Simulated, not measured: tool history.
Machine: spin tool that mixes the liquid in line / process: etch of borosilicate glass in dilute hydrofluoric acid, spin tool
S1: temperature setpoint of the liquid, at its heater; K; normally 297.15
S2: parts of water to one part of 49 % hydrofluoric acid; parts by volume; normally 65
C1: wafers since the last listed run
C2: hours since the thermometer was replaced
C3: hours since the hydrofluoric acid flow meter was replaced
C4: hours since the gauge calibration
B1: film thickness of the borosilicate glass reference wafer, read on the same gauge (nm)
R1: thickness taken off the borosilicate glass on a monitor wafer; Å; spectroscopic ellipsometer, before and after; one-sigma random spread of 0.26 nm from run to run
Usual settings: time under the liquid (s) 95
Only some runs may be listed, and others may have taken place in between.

Run 1, hour 0.0: usual settings but S1 294.65 K; C1 0; C2 1281.1; C3 985.8; C4 251.0; B1 80.00. Result: R1 463.2 Å.
Run 2, hour 15.8: usual settings but S2 50 parts by volume; C1 132; C2 1296.9; C3 1001.6; C4 266.8; B1 80.02. Result: R1 672.5 Å.
Run 3, hour 26.8: usual settings but S2 50 parts by volume; C1 91; C2 1307.9; C3 1012.6; C4 277.8; B1 79.99. Result: R1 680.6 Å.
Run 4, hour 34.2: usual settings but S2 50 parts by volume; C1 61; C2 1315.3; C3 1020.0; C4 285.2; B1 80.00. Result: R1 683.1 Å.
Run 5, hour 43.3: usual settings; C1 76; C2 1324.4; C3 1029.1; C4 294.3; B1 80.00. Result: R1 514.9 Å.
Run 6, hour 56.5: usual settings; C1 110; C2 1337.6; C3 1042.3; C4 307.5; B1 80.00. Result: R1 517.7 Å.
Run 7, hour 67.4: usual settings but time under the liquid (s) 75; C1 91; C2 1348.5; C3 1053.2; C4 318.4; B1 80.01. Result: R1 406.1 Å.
Run 8, hour 80.5: usual settings but time under the liquid (s) 75; C1 109; C2 1361.6; C3 1066.3; C4 331.5; B1 79.98. Result: R1 408.8 Å.
Run 9, hour 86.6: usual settings but time under the liquid (s) 75; C1 50; C2 1367.7; C3 1072.4; C4 337.6; B1 80.00. Result: R1 403.7 Å.
At hour 97.0: thermometer replaced.
Run 10, hour 101.8: usual settings but S1 300.15 K; C1 118; C2 4.8; C3 1087.6; C4 352.8; B1 79.99. Result: R1 528.1 Å.
Run 11, hour 112.0: usual settings but S1 300.15 K; C1 85; C2 15.0; C3 1097.8; C4 363.0; B1 80.00. Result: R1 529.6 Å.
Run 12, hour 128.1: usual settings but time under the liquid (s) 80; C1 134; C2 31.1; C3 1113.9; C4 379.1; B1 80.02. Result: R1 395.7 Å.
Run 13, hour 142.9: usual settings but time under the liquid (s) 80; C1 123; C2 45.9; C3 1128.7; C4 393.9; B1 80.00. Result: R1 403.5 Å.
Run 14, hour 159.8: usual settings but time under the liquid (s) 80; C1 141; C2 62.8; C3 1145.6; C4 410.8; B1 80.01. Result: R1 401.8 Å.
Run 15, hour 172.0: usual settings but S1 300.15 K, S2 75 parts by volume, time under the liquid (s) 130; C1 101; C2 75.0; C3 1157.8; C4 423.0; B1 79.99. Result: R1 632.6 Å.
Run 16, hour 189.6: usual settings but S2 40 parts by volume, time under the liquid (s) 140; C1 147; C2 92.6; C3 1175.4; C4 440.6; B1 80.00. Result: R1 1172.4 Å.
Run 17, hour 197.8: usual settings but S1 299.65 K, S2 85 parts by volume, time under the liquid (s) 50; C1 68; C2 100.8; C3 1183.6; C4 448.8; B1 79.99. Result: R1 207.2 Å.
Run 18, hour 215.0: usual settings but S1 301.65 K; C1 143; C2 118.0; C3 1200.8; C4 466.0; B1 80.01. Result: R1 577.3 Å.
Run 19, hour 224.7: usual settings but S1 294.15 K; C1 81; C2 127.7; C3 1210.5; C4 475.7; B1 80.03. Result: R1 420.8 Å.
Run 20, hour 240.8: usual settings but S1 293.65 K, S2 90 parts by volume, time under the liquid (s) 55; C1 134; C2 143.8; C3 1226.6; C4 491.8; B1 79.99. Result: R1 168.6 Å.
Run 21, hour 250.0: usual settings; C1 76; C2 153.0; C3 1235.8; C4 501.0; B1 80.00. Result: R1 486.6 Å.
At hour 255.6: gauge calibrated.
Run 22, hour 261.1: usual settings but S1 292.15 K, S2 75 parts by volume, time under the liquid (s) 130; C1 92; C2 164.1; C3 1246.9; C4 5.5; B1 80.01. Result: R1 464.5 Å.
Run 23, hour 269.3: usual settings but S2 80 parts by volume; C1 68; C2 172.3; C3 1255.1; C4 13.7; B1 80.00. Result: R1 387.6 Å.
Run 24, hour 275.9: usual settings but S1 300.65 K, S2 75 parts by volume, time under the liquid (s) 60; C1 55; C2 178.9; C3 1261.7; C4 20.3; B1 80.01. Result: R1 300.1 Å.
Run 25, hour 283.9: usual settings; C1 66; C2 186.9; C3 1269.7; C4 28.3; B1 79.99. Result: R1 486.0 Å.
At hour 292.9: hydrofluoric acid flow meter replaced.
Run 26, hour 294.9: usual settings but S1 298.65 K, S2 35 parts by volume, time under the liquid (s) 130; C1 83; C2 197.9; C3 2.0; C4 39.3; B1 80.01. Result: R1 1252.2 Å.
Run 27, hour 302.9: usual settings but time under the liquid (s) 55; C1 66; C2 205.9; C3 10.0; C4 47.3; B1 80.03. Result: R1 259.3 Å.
Run 28, hour 318.5: usual settings but S1 293.15 K, S2 75 parts by volume, time under the liquid (s) 40; C1 130; C2 221.5; C3 25.6; C4 62.9; B1 80.00. Result: R1 136.4 Å.
Run 29, hour 333.5: usual settings but S2 40 parts by volume, time under the liquid (s) 125; C1 125; C2 236.5; C3 40.6; C4 77.9; B1 80.01. Result: R1 986.7 Å.
Run 30, hour 341.9: usual settings but S1 301.15 K, S2 45 parts by volume, time under the liquid (s) 115; C1 70; C2 244.9; C3 49.0; C4 86.3; B1 80.01. Result: R1 943.7 Å.
Run 31, hour 353.1: usual settings but time under the liquid (s) 80; C1 93; C2 256.1; C3 60.2; C4 97.5; B1 80.00. Result: R1 376.9 Å.
Run 32, hour 369.3: usual settings; C1 135; C2 272.3; C3 76.4; C4 113.7; B1 80.01. Result: R1 447.2 Å.
Run 33, hour 385.0: usual settings but S2 45 parts by volume, time under the liquid (s) 125; C1 131; C2 288.0; C3 92.1; C4 129.4; B1 79.98. Result: R1 875.5 Å.
Run 34, hour 400.0: usual settings; C1 125; C2 303.0; C3 107.1; C4 144.4; B1 80.03. Result: R1 450.4 Å.

Forecast each of these 3 alternatives for the next run:
Run A, hour 400.4: usual settings; C1 3; C2 303.4; C3 107.5; C4 144.8; B1 ?. Result: R1 ?.
Run B, hour 400.4: usual settings but S2 90 parts by volume, time under the liquid (s) 145; C1 3; C2 303.4; C3 107.5; C4 144.8; B1 ?. Result: R1 ?.
Run C, hour 400.4: usual settings but time under the liquid (s) 65; C1 3; C2 303.4; C3 107.5; C4 144.8; B1 ?. Result: R1 ?.

run     B1     R1
  A  79.99  445.6
  B  79.99  475.6
  C  79.99  304.9
Without the tool's unlogged condition, the same runs would have read:
run     R1
  A  422.5
  B  451.1
  C  289.1

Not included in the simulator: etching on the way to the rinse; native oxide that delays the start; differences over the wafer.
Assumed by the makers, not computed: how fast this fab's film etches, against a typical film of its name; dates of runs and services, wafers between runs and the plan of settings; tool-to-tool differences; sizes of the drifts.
